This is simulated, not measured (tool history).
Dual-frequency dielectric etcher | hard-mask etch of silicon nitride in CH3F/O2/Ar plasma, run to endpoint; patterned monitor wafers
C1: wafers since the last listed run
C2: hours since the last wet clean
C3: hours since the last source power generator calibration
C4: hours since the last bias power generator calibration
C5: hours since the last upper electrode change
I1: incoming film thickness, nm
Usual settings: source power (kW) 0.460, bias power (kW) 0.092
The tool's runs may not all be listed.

{"run": 1, "hour": 0.0, "source power (kW)": 0.46, "bias power (kW)": 0.092, "C1": 0, "C2": 70.9, "C3": 2328.5, "C4": 3517.8, "C5": 1840.8, "I1": 54.1, "endpoint time (s)": 68.0}
{"run": 2, "hour": 38.5, "source power (kW)": 0.46, "bias power (kW)": 0.092, "C1": 251, "C2": 109.4, "C3": 2367.0, "C4": 3556.3, "C5": 1879.3, "I1": 54.7, "endpoint time (s)": 68.5}
{"run": 3, "hour": 70.8, "source power (kW)": 0.46, "bias power (kW)": 0.092, "C1": 211, "C2": 141.7, "C3": 2399.3, "C4": 3588.6, "C5": 1911.6, "I1": 54.3, "endpoint time (s)": 67.6}
{"run": 4, "hour": 109.2, "source power (kW)": 0.46, "bias power (kW)": 0.092, "C1": 251, "C2": 180.1, "C3": 2437.7, "C4": 3627.0, "C5": 1950.0, "I1": 54.8, "endpoint time (s)": 67.8}
{"run": 5, "hour": 148.9, "source power (kW)": 0.46, "bias power (kW)": 0.092, "C1": 259, "C2": 219.8, "C3": 2477.4, "C4": 3666.7, "C5": 1989.7, "I1": 54.9, "endpoint time (s)": 68.3}
{"run": 6, "hour": 194.3, "source power (kW)": 0.46, "bias power (kW)": 0.076, "C1": 297, "C2": 265.2, "C3": 2522.8, "C4": 3712.1, "C5": 2035.1, "I1": 54.9, "endpoint time (s)": 71.7}
{"run": 7, "hour": 252.7, "source power (kW)": 0.43, "bias power (kW)": 0.092, "C1": 382, "C2": 323.6, "C3": 2581.2, "C4": 3770.5, "C5": 2093.5, "I1": 54.6, "endpoint time (s)": 69.7}
{"run": 8, "hour": 292.1, "source power (kW)": 0.43, "bias power (kW)": 0.092, "C1": 257, "C2": 363.0, "C3": 2620.6, "C4": 3809.9, "C5": 2132.9, "I1": 54.2, "endpoint time (s)": 69.2}
{"run": 9, "hour": 326.9, "source power (kW)": 0.43, "bias power (kW)": 0.092, "C1": 227, "C2": 397.8, "C3": 2655.4, "C4": 3844.7, "C5": 2167.7, "I1": 54.8, "endpoint time (s)": 69.7}
{"run": 10, "hour": 366.1, "source power (kW)": 0.46, "bias power (kW)": 0.092, "C1": 256, "C2": 437.0, "C3": 2694.6, "C4": 3883.9, "C5": 2206.9, "I1": 54.7, "endpoint time (s)": 66.8}
{"hour": 457.7, "done": "wet clean of the chamber"}
{"run": 11, "hour": 458.2, "source power (kW)": 0.37, "bias power (kW)": 0.109, "C1": 445, "C2": 0.5, "C3": 2786.7, "C4": 3976.0, "C5": 2299.0, "I1": 54.2, "endpoint time (s)": 73.5}
{"run": 12, "hour": 474.7, "source power (kW)": 0.46, "bias power (kW)": 0.092, "C1": 107, "C2": 17.0, "C3": 2803.2, "C4": 3992.5, "C5": 2315.5, "I1": 55.0, "endpoint time (s)": 69.2}
{"hour": 519.0, "done": "source power generator calibrated"}
{"run": 13, "hour": 519.5, "source power (kW)": 0.39, "bias power (kW)": 0.112, "C1": 266, "C2": 61.8, "C3": 0.5, "C4": 4037.3, "C5": 2360.3, "I1": 54.3, "endpoint time (s)": 70.1}
{"hour": 529.7, "done": "bias power generator calibrated"}
{"hour": 556.2, "done": "upper electrode replaced"}
{"run": 14, "hour": 556.7, "source power (kW)": 0.46, "bias power (kW)": 0.108, "C1": 60, "C2": 99.0, "C3": 37.7, "C4": 27.0, "C5": 0.5, "I1": 55.0, "endpoint time (s)": 64.8}
{"run": 15, "hour": 572.1, "source power (kW)": 0.46, "bias power (kW)": 0.092, "C1": 100, "C2": 114.4, "C3": 53.1, "C4": 42.4, "C5": 15.9, "I1": 54.7, "endpoint time (s)": 68.3}
{"run": 16, "hour": 625.9, "source power (kW)": 0.46, "bias power (kW)": 0.092, "C1": 352, "C2": 168.2, "C3": 106.9, "C4": 96.2, "C5": 69.7, "I1": 54.1, "endpoint time (s)": 67.5}
{"run": 17, "hour": 664.2, "source power (kW)": 0.37, "bias power (kW)": 0.073, "C1": 250, "C2": 206.5, "C3": 145.2, "C4": 134.5, "C5": 108.0, "I1": 54.7, "endpoint time (s)": 83.3}
{"run": 18, "hour": 709.6, "source power (kW)": 0.46, "bias power (kW)": 0.07, "C1": 297, "C2": 251.9, "C3": 190.6, "C4": 179.9, "C5": 153.4, "I1": 55.1, "endpoint time (s)": 74.2}
{"run": 19, "hour": 757.7, "source power (kW)": 0.34, "bias power (kW)": 0.07, "C1": 314, "C2": 300.0, "C3": 238.7, "C4": 228.0, "C5": 201.5, "I1": 55.1, "endpoint time (s)": 89.1}
{"run": 20, "hour": 811.4, "source power (kW)": 0.39, "bias power (kW)": 0.11, "C1": 351, "C2": 353.7, "C3": 292.4, "C4": 281.7, "C5": 255.2, "I1": 54.4, "endpoint time (s)": 69.4}
{"run": 21, "hour": 836.9, "source power (kW)": 0.46, "bias power (kW)": 0.092, "C1": 166, "C2": 379.2, "C3": 317.9, "C4": 307.2, "C5": 280.7, "I1": 54.5, "endpoint time (s)": 66.9}

Forecast each of these 4 alternatives for the next run:
{"run": "A", "hour": 837.3, "source power (kW)": 0.46, "bias power (kW)": 0.092, "C1": 2, "C2": 379.6, "C3": 318.3, "C4": 307.6, "C5": 281.1, "I1": 54.7, "endpoint time (s)": "?"}
{"run": "B", "hour": 837.3, "source power (kW)": 0.39, "bias power (kW)": 0.072, "C1": 2, "C2": 379.6, "C3": 318.3, "C4": 307.6, "C5": 281.1, "I1": 54.7, "endpoint time (s)": "?"}
{"run": "C", "hour": 837.3, "source power (kW)": 0.46, "bias power (kW)": 0.105, "C1": 2, "C2": 379.6, "C3": 318.3, "C4": 307.6, "C5": 281.1, "I1": 54.7, "endpoint time (s)": "?"}
{"run": "D", "hour": 837.3, "source power (kW)": 0.51, "bias power (kW)": 0.098, "C1": 2, "C2": 379.6, "C3": 318.3, "C4": 307.6, "C5": 281.1, "I1": 54.7, "endpoint time (s)": "?"}

run=A endpoint_time_(s)=66.8
run=B endpoint_time_(s)=79.6
run=C endpoint_time_(s)=64.0
run=D endpoint_time_(s)=61.9
Without the tool's hidden state the same runs would have given:
run=A endpoint_time_(s)=68.6
run=B endpoint_time_(s)=81.6
run=C endpoint_time_(s)=65.6
run=D endpoint_time_(s)=63.5
